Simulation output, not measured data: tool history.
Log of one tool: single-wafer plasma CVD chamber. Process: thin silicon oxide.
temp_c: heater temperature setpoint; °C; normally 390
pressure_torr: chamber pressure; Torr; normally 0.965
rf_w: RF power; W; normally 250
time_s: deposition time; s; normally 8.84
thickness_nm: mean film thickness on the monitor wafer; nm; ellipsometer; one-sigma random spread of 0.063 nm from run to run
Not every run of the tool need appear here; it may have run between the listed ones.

run,day,temp_c,pressure_torr,rf_w,time_s,wafers since the last listed run,hours since the last thermocouple change,hours since the last RF generator calibration,hours since the last manometer calibration,hours since the showerhead was replaced,hours since the gauge calibration,"read-back reference wafer on the same gauge, thickness_nm",thickness_nm
1,0.000,390,0.883,250,8.84,0,1486.9,378.9,2598.6,4546.9,80.1,16.494,16.115
2,2.162,390,0.883,250,8.84,2178,1538.8,430.8,2650.5,4598.8,132.0,16.503,16.169
3,4.358,390,0.883,250,8.84,2211,1591.5,483.5,2703.2,4651.5,184.7,16.485,16.193
4,6.846,401,0.965,250,8.84,2505,1651.2,543.2,2762.9,4711.2,244.4,16.504,16.679
5,8.138,401,0.965,250,8.84,1300,1682.2,574.2,2793.9,4742.2,275.4,16.477,16.567
6,10.675,401,0.965,250,8.84,2555,1743.1,635.1,2854.8,4803.1,336.3,16.499,16.679
7,12.521,390,0.965,250,8.84,1859,1787.4,679.4,2899.1,4847.4,380.6,16.521,16.809
# day 13.188: capacitance manometer re-zeroed and calibrated
8,15.312,390,0.965,250,8.84,2475,1854.4,746.4,51.0,4914.4,447.6,16.518,16.707
# day 15.754: thermocouple changed; heater temperature recalibrated
9,18.183,390,0.965,250,8.84,2555,58.3,815.3,119.9,4983.3,516.5,16.513,16.836
# day 18.754: showerhead replaced
# day 20.721: RF generator calibrated
10,20.783,395,0.897,250,7.35,1947,120.7,1.5,182.3,48.7,578.9,16.519,13.518
11,22.392,390,0.965,250,8.84,1619,159.3,40.1,220.9,87.3,617.5,16.512,16.821

Estimate the outcome of run 12 from the log above:
12,24.792,390,0.965,250,8.84,2417,216.9,97.7,278.5,144.9,675.1,?,?

{"run 12": {"read-back reference wafer on the same gauge, thickness_nm": 16.472, "thickness_nm": 16.808}}
Had the tool carried no hidden state, the very same run would have given thickness_nm 16.808 nm.
